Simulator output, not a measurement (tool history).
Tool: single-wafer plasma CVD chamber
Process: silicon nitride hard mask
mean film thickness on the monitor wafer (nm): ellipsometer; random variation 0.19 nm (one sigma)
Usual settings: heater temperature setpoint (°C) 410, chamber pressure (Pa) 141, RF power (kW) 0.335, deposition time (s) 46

run    hour  heater temperature setpoint (°C)  chamber pressure (Pa)  RF power (kW)  deposition time (s)  read-back reference wafer on the same gauge, thickness_nm  mean film thickness on the monitor wafer (nm)
  1       0                               410                    141          0.335                   46                                                     54.974                                         49.471
  2      62                               410                    141          0.365                 42.9                                                     54.993                                         48.595
  3   129.2                               410                    141          0.365                 42.9                                                     55.066                                         48.761
  4   424.3                               410                    141          0.365                 42.9                                                     54.927                                         48.969
  5   525.4                               410                    141          0.335                   46                                                     55.047                                         49.887
  6   768.6                               410                    141          0.335                   46                                                     54.979                                         49.854
      845.4  -- RF generator calibrated
      851.5  -- showerhead replaced
  7   864.1                               410                    141          0.335                   46                                                     55.057                                          51.34
  8   946.6                               410                    160           0.37                   46                                                     54.964                                         55.633
  9  1011.4                               410                    160           0.37                   46                                                     55.065                                         55.905
     1058.1  -- capacitance manometer re-zeroed and calibrated
 10  1106.7                               410                    141          0.335                   46                                                     54.982                                         50.317
 11  1207.9                               410                    141          0.335                   46                                                     54.966                                         50.123
 12  1277.1                               410                    141          0.335                   46                                                     54.946                                         50.063
 13  1363.1                               405                    141           0.31                   46                                                     55.062                                         48.087
 14  1423.8                               410                    173          0.335                   46                                                     54.928                                         52.669
 15  1525.1                               399                    141           0.39                   51                                                      54.96                                         60.925
     1556.7  -- gauge calibrated
 16  1581.4                               410                    127          0.335                   46                                                     55.023                                         48.798
     1596.4  -- thermocouple changed; heater temperature recalibrated
 17  1661.2                               420                    141          0.375                   46                                                     55.054                                         53.196
 18  1754.2                               410                    141          0.385                   46                                                     55.011                                         54.467
 19    1830                               403                    141           0.28                 38.8                                                     54.994                                         38.115
 20  1905.7                               410                    141          0.365                 42.9                                                     55.053                                         49.455
 21  2081.7                               425                    141          0.335                   46                                                     54.984                                          49.81
 22  2131.2                               401                    116           0.28                   46                                                     54.972                                         43.098
 23  2237.4                               410                    141           0.28                   46                                                     54.914                                         45.489
 24  2330.4                               410                    141          0.385                   46                                                     54.983                                         54.628
 25  2388.5                               410                    141          0.335                   46                                                     54.931                                         50.677
     2433.7  -- RF generator calibrated
 26  2463.6                               419                    124          0.385                 41.4                                                     55.022                                         48.174
 27  2504.5                               410                    141           0.38                   46                                                     55.019                                          55.11

The same runs without the tool's hidden state, with the same run-to-run variation:
The hidden state here: wafer temperature above the value expected at the setpoint (K); delivered RF power above the setpoint (%); true pressure above the setpoint (%); gauge reads high (%).
run  mean film thickness on the monitor wafer (nm)
  1                                         50.239
  2                                          49.33
  3                                          49.49
  4                                         49.618
  5                                         50.532
  6                                         50.381
  7                                         50.761
  8                                         55.168
  9                                         55.505
 10                                         50.769
 11                                         50.619
 12                                         50.578
 13                                         48.615
 14                                         53.244
 15                                          61.54
 16                                         49.296
 17                                           53.7
 18                                          54.95
 19                                         38.488
 20                                         49.835
 21                                         50.135
 22                                         43.372
 23                                         45.762
 24                                         54.812
 25                                          50.84
 26                                          47.43
 27                                         54.312
